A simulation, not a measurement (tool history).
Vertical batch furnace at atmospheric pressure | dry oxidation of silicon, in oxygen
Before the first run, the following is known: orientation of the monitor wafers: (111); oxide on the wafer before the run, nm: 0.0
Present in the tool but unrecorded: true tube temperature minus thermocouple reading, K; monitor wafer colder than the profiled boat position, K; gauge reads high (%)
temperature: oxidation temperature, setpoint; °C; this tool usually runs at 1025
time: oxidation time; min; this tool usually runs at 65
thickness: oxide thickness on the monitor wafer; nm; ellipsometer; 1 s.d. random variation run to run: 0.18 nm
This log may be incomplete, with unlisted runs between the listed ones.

run    hour  temperature  time  wafers since the last listed run  hours since the last temperature calibration  hours since the boat lift was adjusted  hours since the gauge calibration  read-back reference wafer on the same gauge, thickness  thickness
  1       0         1025    65                                 0                                        3161.4                                  3120.8                              581.2                                                    95.1      86.57
  2    33.5         1025    53                               570                                        3194.9                                  3154.3                              614.7                                                    95.1       75.8
  3    59.2         1025    53                               437                                        3220.6                                    3180                              640.4                                                   95.09      75.84
  4    78.6         1017    65                               330                                          3240                                  3199.4                              659.8                                                    95.1      81.95
  5   110.1         1033    65                               536                                        3271.5                                  3230.9                              691.3                                                   95.12      91.19
  6   141.7         1033    65                               538                                        3303.1                                  3262.5                              722.9                                                   95.05       91.2
  7   176.6         1033    65                               594                                          3338                                  3297.4                              757.8                                                   95.14      90.89
  8   191.2         1025    58                               248                                        3352.6                                    3312                              772.4                                                    95.1      80.38
  9   218.9         1014    65                               471                                        3380.3                                  3339.7                              800.1                                                   95.08      79.83
 10     243         1014    65                               410                                        3404.4                                  3363.8                              824.2                                                   95.08      79.99
 11   271.6         1008    40                               487                                          3433                                  3392.4                              852.8                                                   95.11      55.57
 12     301         1008    40                               500                                        3462.4                                  3421.8                              882.2                                                   95.13      55.25
 13   314.1         1008    40                               223                                        3475.5                                  3434.9                              895.3                                                    95.1      55.06
 14   337.2         1016  71.5                               393                                        3498.6                                    3458                              918.4                                                   95.13      86.16
      388.7  -- boat lift adjusted
 15   389.2         1025  51.5                               476                                        3550.6                                     0.5                              970.4                                                   95.15      75.75
 16     405         1025  51.5                               269                                        3566.4                                    16.3                              986.2                                                    95.1      75.81
 17   426.8         1025    65                               371                                        3588.2                                    38.1                               1008                                                    95.1      87.99
      451.5  -- thermocouples replaced and temperature profile calibrated
 18     452         1025  74.5                                20                                           0.5                                    63.3                             1033.2                                                   95.06      95.99
 19     544         1009  36.5                              1566                                          92.5                                   155.3                             1125.2                                                   95.13      53.85
 20   570.5         1025    65                               451                                           119                                   181.8                             1151.7                                                   95.13      88.37
      603.2  -- gauge calibrated
 21     606         1004    78                               604                                         154.5                                   217.3                                2.8                                                   95.07      85.16
 22   641.7         1025    65                               608                                         190.2                                     253                               38.5                                                    95.1      88.06
 23   670.8         1047    90                               495                                         219.3                                   282.1                               67.6                                                    95.1     123.31
 24   683.5         1025  33.5                               216                                           232                                   294.8                               80.3                                                   95.13      57.49
 25   716.8         1025    65                               567                                         265.3                                   328.1                              113.6                                                   95.13      87.81
 26   736.3         1046    88                               332                                         284.8                                   347.6                              133.1                                                   95.15     121.23
 27   752.8         1025    65                               281                                         301.3                                   364.1                              149.6                                                   95.08      88.01
 28   776.5         1025    65                               403                                           325                                   387.8                              173.3                                                    95.1      87.96
 29   789.7         1025    65                               224                                         338.2                                     401                              186.5                                                    95.1      87.99
 30   808.1         1025  84.5                               313                                         356.6                                   419.4                              204.9                                                    95.1     104.02
 31   825.2         1009    65                               291                                         373.7                                   436.5                                222                                                   95.12      78.56
 32   845.2         1008    65                               340                                         393.7                                   456.5                                242                                                   95.09      77.95
 33   864.7         1001    50                               332                                         413.2                                     476                              261.5                                                   95.13       62.1
 34   888.4         1003    65                               403                                         436.9                                   499.7                              285.2                                                   95.13      75.12
 35   921.9         1016  71.5                               570                                         470.4                                   533.2                              318.7                                                   95.07      88.02
 36   945.7         1025    65                               405                                         494.2                                     557                              342.5                                                   95.13      88.08
 37   963.7         1025    93                               306                                         512.2                                     575                              360.5                                                   95.09     110.76
 38     988         1047    75                               413                                         536.5                                   599.3                              384.8                                                   95.07     110.04
 39  1005.7         1011    94                               301                                         554.2                                     617                              402.5                                                   95.06     101.36

For each run, the measured value with the value that run would have given without the tool's hidden condition subtracted. The run-to-run variation is shared by both, the gauge scatter possibly not:
run  thickness
  1       -1.7
  2      -1.54
  3      -1.57
  4      -1.86
  5      -1.79
  6      -1.82
  7      -1.86
  8      -1.79
  9      -2.03
 10      -2.06
 11      -1.58
 12      -1.61
 13      -1.61
 14      -2.27
 15      -0.34
 16      -0.34
 17      -0.39
 18      -0.42
 19       -0.3
 20       -0.4
 21      -0.45
 22       -0.4
 23       -0.5
 24      -0.27
 25      -0.41
 26       -0.5
 27      -0.42
 28      -0.42
 29      -0.41
 30      -0.49
 31      -0.45
 32      -0.44
 33      -0.37
 34      -0.44
 35      -0.48
 36      -0.44
 37      -0.54
 38      -0.51
 39      -0.58

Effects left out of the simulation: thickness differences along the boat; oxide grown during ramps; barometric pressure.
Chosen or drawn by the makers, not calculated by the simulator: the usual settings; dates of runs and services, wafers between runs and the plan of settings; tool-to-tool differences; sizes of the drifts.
